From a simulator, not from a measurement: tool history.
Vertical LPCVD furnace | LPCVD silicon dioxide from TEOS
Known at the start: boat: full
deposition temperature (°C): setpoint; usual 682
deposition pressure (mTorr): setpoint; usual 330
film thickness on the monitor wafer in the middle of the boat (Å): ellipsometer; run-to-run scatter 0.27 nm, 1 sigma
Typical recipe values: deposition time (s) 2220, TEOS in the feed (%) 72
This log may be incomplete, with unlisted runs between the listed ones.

run   hour  deposition temperature (°C)  deposition pressure (mTorr)  deposition time (s)  TEOS in the feed (%)  wafers since the last listed run  hours since the last temperature calibration  hours since the pressure gauge was zeroed  hours since the TEOS flow controller was replaced  hours since the gauge calibration  read-back reference wafer on the same gauge, thickness  film thickness on the monitor wafer in the middle of the boat (Å)
  1    0.0                          685                          330                 2220                    72                                 0                                           0.5                                     3345.6                                             3151.7                              485.5                                                  216.89                                                             1963.5
  2    4.6                          687                          330                 2220                    72                                83                                           5.1                                     3350.2                                             3156.3                              490.1                                                  216.98                                                             2057.6
  3    9.1                          687                          330                 2220                    72                                81                                           9.6                                     3354.7                                             3160.8                              494.6                                                  217.13                                                             2066.5
  4   21.6                          682                          330                 2220                    72                               225                                          22.1                                     3367.2                                             3173.3                              507.1                                                  217.15                                                             1828.2
  5   39.9                          682                          330                 2220                    72                               330                                          40.4                                     3385.5                                             3191.6                              525.4                                                  217.01                                                             1830.6
  6   54.1                          682                          330                 2220                    72                               256                                          54.6                                     3399.7                                             3205.8                              539.6                                                  216.90                                                             1834.9
  7   66.2                          682                          330                 2220                    72                               218                                          66.7                                     3411.8                                             3217.9                              551.7                                                  217.14                                                             1838.1
  8   74.9                          682                          330                 2220                    72                               157                                          75.4                                     3420.5                                             3226.6                              560.4                                                  216.80                                                             1832.4
  9   86.5                          682                          330                 2220                    68                               209                                          87.0                                     3432.1                                             3238.2                              572.0                                                  216.97                                                             1787.0
 10   97.2                          682                          330                 2220                    68                               193                                          97.7                                     3442.8                                             3248.9                              582.7                                                  217.02                                                             1785.0
 11  108.5                          682                          330                 2610                    72                               204                                         109.0                                     3454.1                                             3260.2                              594.0                                                  216.97                                                             2158.4
 12  121.4                          682                          330                 1980                    82                               233                                         121.9                                     3467.0                                             3273.1                              606.9                                                  216.99                                                             1748.9
 13  129.5                          678                          330                 1980                    72                               146                                         130.0                                     3475.1                                             3281.2                              615.0                                                  217.13                                                             1491.5
     141.9  -- gauge calibrated
 14  148.4                          682                          330                 2220                    85                               341                                         148.9                                     3494.0                                             3300.1                                6.5                                                  216.89                                                             2007.6
 15  163.2                          686                          330                 2220                    72                               267                                         163.7                                     3508.8                                             3314.9                               21.3                                                  217.00                                                             2029.4
 16  177.4                          676                          365                 2220                    72                               256                                         177.9                                     3523.0                                             3329.1                               35.5                                                  217.02                                                             1682.6
     217.2  -- TEOS flow controller replaced
 17  217.7                          671                          295                 2220                    77                               294                                         218.2                                     3563.3                                                0.5                               75.8                                                  217.01                                                             1385.3
 18  222.2                          692                          330                 2640                    72                                81                                         222.7                                     3567.8                                                5.0                               80.3                                                  217.02                                                             2791.2
 19  226.8                          673                          280                 2490                    72                                83                                         227.3                                     3572.4                                                9.6                               84.9                                                  216.95                                                             1538.5
 20  231.4                          682                          330                 1770                    79                                83                                         231.9                                     3577.0                                               14.2                               89.5                                                  216.85                                                             1546.7
 21  238.8                          682                          330                 1530                    78                               133                                         239.3                                     3584.4                                               21.6                               96.9                                                  217.04                                                             1328.0
 22  247.7                          682                          365                 1410                    61                               160                                         248.2                                     3593.3                                               30.5                              105.8                                                  216.99                                                             1137.4
     271.9  -- pressure gauge zeroed
 23  272.4                          682                          330                 2220                    62                                12                                         272.9                                        0.5                                               55.2                              130.5                                                  217.10                                                             1724.3
 24  280.7                          671                          330                 2760                    76                               149                                         281.2                                        8.8                                               63.5                              138.8                                                  216.97                                                             1811.0
 25  299.8                          682                          330                 2220                    72                               345                                         300.3                                       27.9                                               82.6                              157.9                                                  216.92                                                             1860.5
 26  309.7                          682                          330                 2220                    72                               178                                         310.2                                       37.8                                               92.5                              167.8                                                  216.83                                                             1859.7
 27  324.2                          672                          330                 2700                    79                               261                                         324.7                                       52.3                                              107.0                              182.3                                                  217.06                                                             1858.0
 28  333.0                          682                          330                 2220                    81                               158                                         333.5                                       61.1                                              115.8                              191.1                                                  217.06                                                             1973.7
 29  348.8                          671                          330                 2220                    58                               285                                         349.3                                       76.9                                              131.6                              206.9                                                  216.93                                                             1282.7
 30  359.4                          671                          310                 2220                    72                               191                                         359.9                                       87.5                                              142.2                              217.5                                                  216.80                                                             1382.9
 31  377.3                          675                          330                 2220                    61                               323                                         377.8                                      105.4                                              160.1                              235.4                                                  216.77                                                             1449.2
 32  391.8                          682                          330                 2220                    72                               261                                         392.3                                      119.9                                              174.6                              249.9                                                  216.93                                                             1868.0

Run-by-run hidden state of the tool:
true pressure minus gauge reading, mTorr: 0 at every run
deviation of the TEOS flow from its setpoint, %: 0 at every run
gauge reads high (%): 0 at every run
H1: true tube temperature minus thermocouple reading, K
run      H1
  1  0.0327
  2  0.0444
  3  0.0557
  4  0.0871
  5   0.133
  6   0.168
  7   0.197
  8   0.218
  9   0.246
 10   0.272
 11   0.299
 12   0.329
 13   0.348
 14   0.392
 15   0.427
 16   0.459
 17    0.55
 18    0.56
 19    0.57
 20    0.58
 21   0.596
 22   0.616
 23   0.669
 24   0.687
 25   0.728
 26   0.749
 27   0.779
 28   0.797
 29    0.83
 30   0.852
 31   0.888
 32   0.917

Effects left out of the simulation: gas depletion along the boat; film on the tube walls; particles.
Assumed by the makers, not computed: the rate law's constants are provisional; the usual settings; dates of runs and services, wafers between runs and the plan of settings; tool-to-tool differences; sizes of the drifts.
